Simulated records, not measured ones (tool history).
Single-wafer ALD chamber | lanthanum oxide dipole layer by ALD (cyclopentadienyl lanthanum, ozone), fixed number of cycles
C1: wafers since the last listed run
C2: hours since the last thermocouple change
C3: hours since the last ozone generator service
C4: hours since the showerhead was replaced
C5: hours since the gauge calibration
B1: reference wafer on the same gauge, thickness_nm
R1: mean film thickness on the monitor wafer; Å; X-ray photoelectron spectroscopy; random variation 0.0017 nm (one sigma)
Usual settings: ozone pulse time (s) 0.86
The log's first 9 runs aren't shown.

run 10 hour=137.3 | ozone_pulse_time_(s)=1.01 | C1=143 C2=101.0 C3=863.5 C4=5226.1 C5=55.2 | B1=0.499 | R1=5.26
run 11 hour=148.5 | ozone_pulse_time_(s)=1.07 | C1=108 C2=112.2 C3=874.7 C4=5237.3 C5=66.4 | B1=0.499 | R1=5.41
-- hour=162.8 showerhead replaced
run 12 hour=163.3 | ozone_pulse_time_(s)=0.54 | C1=65 C2=127.0 C3=889.5 C4=0.5 C5=81.2 | B1=0.499 | R1=4.06
run 13 hour=170.8 | ozone_pulse_time_(s)=0.86 | C1=72 C2=134.5 C3=897.0 C4=8.0 C5=88.7 | B1=0.499 | R1=4.94
run 14 hour=184.9 | ozone_pulse_time_(s)=0.97 | C1=136 C2=148.6 C3=911.1 C4=22.1 C5=102.8 | B1=0.499 | R1=5.19
run 15 hour=195.6 | ozone_pulse_time_(s)=0.86 | C1=103 C2=159.3 C3=921.8 C4=32.8 C5=113.5 | B1=0.499 | R1=4.97
run 16 hour=210.7 | ozone_pulse_time_(s)=0.86 | C1=146 C2=174.4 C3=936.9 C4=47.9 C5=128.6 | B1=0.498 | R1=4.95
run 17 hour=217.0 | ozone_pulse_time_(s)=0.76 | C1=61 C2=180.7 C3=943.2 C4=54.2 C5=134.9 | B1=0.499 | R1=4.68
run 18 hour=224.5 | ozone_pulse_time_(s)=1.19 | C1=72 C2=188.2 C3=950.7 C4=61.7 C5=142.4 | B1=0.499 | R1=5.54
run 19 hour=238.1 | ozone_pulse_time_(s)=0.86 | C1=131 C2=201.8 C3=964.3 C4=75.3 C5=156.0 | B1=0.499 | R1=4.90
run 20 hour=256.0 | ozone_pulse_time_(s)=1.00 | C1=173 C2=219.7 C3=982.2 C4=93.2 C5=173.9 | B1=0.499 | R1=5.21
run 21 hour=264.3 | ozone_pulse_time_(s)=0.58 | C1=80 C2=228.0 C3=990.5 C4=101.5 C5=182.2 | B1=0.499 | R1=4.11
run 22 hour=279.1 | ozone_pulse_time_(s)=0.86 | C1=143 C2=242.8 C3=1005.3 C4=116.3 C5=197.0 | B1=0.499 | R1=4.89
run 23 hour=289.5 | ozone_pulse_time_(s)=1.02 | C1=100 C2=253.2 C3=1015.7 C4=126.7 C5=207.4 | B1=0.499 | R1=5.21
-- hour=316.5 ozone generator serviced
run 24 hour=317.0 | ozone_pulse_time_(s)=0.55 | C1=189 C2=280.7 C3=0.5 C4=154.2 C5=234.9 | B1=0.499 | R1=4.41
run 25 hour=320.7 | ozone_pulse_time_(s)=0.96 | C1=35 C2=284.4 C3=4.2 C4=157.9 C5=238.6 | B1=0.499 | R1=5.43
run 26 hour=334.1 | ozone_pulse_time_(s)=0.66 | C1=130 C2=297.8 C3=17.6 C4=171.3 C5=252.0 | B1=0.499 | R1=4.76
run 27 hour=342.4 | ozone_pulse_time_(s)=1.10 | C1=80 C2=306.1 C3=25.9 C4=179.6 C5=260.3 | B1=0.499 | R1=5.67
run 28 hour=359.0 | ozone_pulse_time_(s)=1.04 | C1=161 C2=322.7 C3=42.5 C4=196.2 C5=276.9 | B1=0.499 | R1=5.59

Forecast run 29:
run 29 hour=367.3 | ozone_pulse_time_(s)=0.86 | C1=80 C2=331.0 C3=50.8 C4=204.5 C5=285.2 | B1=? | R1=?

Run 29 gave B1 0.499, R1 5.29 Å.
Without the tool's hidden state the same run would have given R1 5.31 Å.

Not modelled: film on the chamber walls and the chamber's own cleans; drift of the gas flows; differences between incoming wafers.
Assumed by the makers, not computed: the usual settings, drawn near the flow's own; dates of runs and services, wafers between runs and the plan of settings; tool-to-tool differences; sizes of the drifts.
